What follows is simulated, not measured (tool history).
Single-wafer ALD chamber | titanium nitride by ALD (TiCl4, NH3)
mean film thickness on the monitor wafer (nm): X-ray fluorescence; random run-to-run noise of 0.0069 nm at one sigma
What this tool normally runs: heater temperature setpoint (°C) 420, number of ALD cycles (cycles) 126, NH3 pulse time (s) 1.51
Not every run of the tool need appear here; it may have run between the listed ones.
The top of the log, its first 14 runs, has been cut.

run	hour	heater temperature setpoint (°C)	number of ALD cycles (cycles)	NH3 pulse time (s)	read-back reference wafer on the same gauge, thickness_nm	mean film thickness on the monitor wafer (nm)
15	669.5	420	126	1.11	2.675	2.813
16	702.9	420	126	1.11	2.676	2.816
# hour 754.5: gauge calibrated
# hour 809.9: showerhead replaced
# hour 829.2: thermocouple changed; heater temperature recalibrated
17	885.7	420	126	1.11	2.625	2.76
18	938.8	420	107	1.51	2.626	2.369
19	965.6	433	135	1.89	2.624	3.014
20	1081.1	420	126	1.51	2.628	2.783
21	1136.2	429	143	1.51	2.63	3.182
22	1205.9	420	126	1.51	2.628	2.785
23	1373.2	407	145	1.51	2.634	3.183
24	1427	434	126	1.51	2.634	2.795
25	1494.1	425	126	0.98	2.635	2.764
26	1537.8	409	126	1.51	2.638	2.782
27	1589.7	420	126	1.51	2.635	2.784
28	1626.4	411	126	1.51	2.638	2.772
29	1671.3	425	115	1.51	2.638	2.557
30	1706.2	434	150	1.2	2.638	3.343
31	1733.6	420	126	1.51	2.641	2.804
32	1791.3	420	126	1.51	2.645	2.799
33	1860.4	409	115	1.07	2.645	2.517
34	1920.5	420	126	1.51	2.648	2.8
35	1986.1	420	111	1.51	2.648	2.468
36	2016.3	411	126	1.25	2.651	2.786

4 ways to go on from here, each from the tool as it stands after run 36. What would each give?
A	2017	420	126	1.51	?	?
B	2017	425	109	1.71	?	?
C	2017	420	126	1.69	?	?
D	2017	420	148	1.51	?	?

run	read-back reference wafer on the same gauge, thickness_nm	mean film thickness on the monitor wafer (nm)
A	2.649	2.804
B	2.649	2.439
C	2.649	2.812
D	2.649	3.294
Had the tool no hidden state, the same runs would have come out as:
run	mean film thickness on the monitor wafer (nm)
A	2.771
B	2.41
C	2.779
D	3.255
